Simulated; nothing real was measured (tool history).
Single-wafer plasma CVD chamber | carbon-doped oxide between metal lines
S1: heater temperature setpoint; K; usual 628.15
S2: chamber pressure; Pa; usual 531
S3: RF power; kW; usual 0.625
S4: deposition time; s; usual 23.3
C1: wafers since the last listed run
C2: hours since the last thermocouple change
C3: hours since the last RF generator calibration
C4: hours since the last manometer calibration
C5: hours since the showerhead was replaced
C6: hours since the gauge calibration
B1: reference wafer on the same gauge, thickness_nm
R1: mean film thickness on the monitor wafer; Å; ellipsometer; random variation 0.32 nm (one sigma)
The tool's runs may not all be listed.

| run | hour | S1 | S2 | S3 | S4 | C1 | C2 | C3 | C4 | C5 | C6 | B1 | R1 |
|---|---|---|---|---|---|---|---|---|---|---|---|---|---|
| 1 | 0 | 628.15 | 531 | 0.625 | 27 | 0 | 1247 | 398.9 | 892.4 | 5443.4 | 162.7 | 114.953 | 1491.25 |
| 2 | 72.4 | 628.15 | 531 | 0.625 | 27 | 1511 | 1319.4 | 471.3 | 964.8 | 5515.8 | 235.1 | 115.019 | 1483.22 |
| 3 | 175.3 | 628.15 | 531 | 0.625 | 27 | 2148 | 1422.3 | 574.2 | 1067.7 | 5618.7 | 338 | 115.027 | 1475.83 |
| 4 | 229.1 | 628.15 | 499 | 0.625 | 23.3 | 1123 | 1476.1 | 628 | 1121.5 | 5672.5 | 391.8 | 115.002 | 1265.31 |
| 5 | 296.8 | 628.15 | 531 | 0.625 | 23.3 | 1413 | 1543.8 | 695.7 | 1189.2 | 5740.2 | 459.5 | 115.028 | 1273 |
| 6 | 340 | 628.15 | 531 | 0.625 | 23.3 | 902 | 1587 | 738.9 | 1232.4 | 5783.4 | 502.7 | 114.994 | 1278.27 |
| 7 | 388.8 | 628.15 | 531 | 0.625 | 23.3 | 1019 | 1635.8 | 787.7 | 1281.2 | 5832.2 | 551.5 | 115.016 | 1274.07 |
|  | 399.9 | thermocouple changed; heater temperature recalibrated |
| 8 | 450.6 | 628.15 | 531 | 0.625 | 23.3 | 1123 | 50.7 | 849.5 | 1343 | 5894 | 613.3 | 114.985 | 1288.25 |
| 9 | 521.6 | 638.15 | 531 | 0.625 | 23.3 | 1482 | 121.7 | 920.5 | 1414 | 5965 | 684.3 | 114.902 | 1252.41 |
|  | 617.4 | RF generator calibrated |
| 10 | 617.9 | 628.15 | 531 | 0.685 | 23.3 | 1844 | 218 | 0.5 | 1510.3 | 6061.3 | 780.6 | 115.02 | 1426.41 |
| 11 | 679.1 | 628.15 | 531 | 0.625 | 23.3 | 1278 | 279.2 | 61.7 | 1571.5 | 6122.5 | 841.8 | 114.995 | 1310.82 |
|  | 725.7 | gauge calibrated |
| 12 | 726.3 | 628.15 | 531 | 0.625 | 23.3 | 985 | 326.4 | 108.9 | 1618.7 | 6169.7 | 0.6 | 114.902 | 1306.14 |
|  | 754.6 | capacitance manometer re-zeroed and calibrated |
|  | 845.5 | showerhead replaced |
| 13 | 926.1 | 628.15 | 531 | 0.625 | 21.7 | 3838 | 526.2 | 308.7 | 171.5 | 80.6 | 200.4 | 115.017 | 1203.95 |
| 14 | 976.1 | 622.15 | 531 | 0.625 | 23.3 | 1044 | 576.2 | 358.7 | 221.5 | 130.6 | 250.4 | 115.078 | 1318.73 |
| 15 | 1060.9 | 628.15 | 607 | 0.625 | 23.3 | 1770 | 661 | 443.5 | 306.3 | 215.4 | 335.2 | 114.953 | 1312.11 |
| 16 | 1099.5 | 638.15 | 573 | 0.71 | 25.1 | 806 | 699.6 | 482.1 | 344.9 | 254 | 373.8 | 114.953 | 1519.72 |

Forecast each of these 3 alternatives for the next run:
| A | 1099.9 | 628.15 | 531 | 0.625 | 23.3 | 8 | 700 | 482.5 | 345.3 | 254.4 | 374.2 | ? | ? |
| B | 1099.9 | 628.15 | 565 | 0.54 | 23.3 | 8 | 700 | 482.5 | 345.3 | 254.4 | 374.2 | ? | ? |
| C | 1099.9 | 628.15 | 488 | 0.73 | 23.3 | 8 | 700 | 482.5 | 345.3 | 254.4 | 374.2 | ? | ? |

| run | B1 | R1 |
|---|---|---|
| A | 115.098 | 1284.92 |
| B | 115.098 | 1124.92 |
| C | 115.098 | 1456.4 |
Without the tool's hidden state the same runs would have given:
| run | R1 |
|---|---|
| A | 1321.49 |
| B | 1157.95 |
| C | 1497.27 |
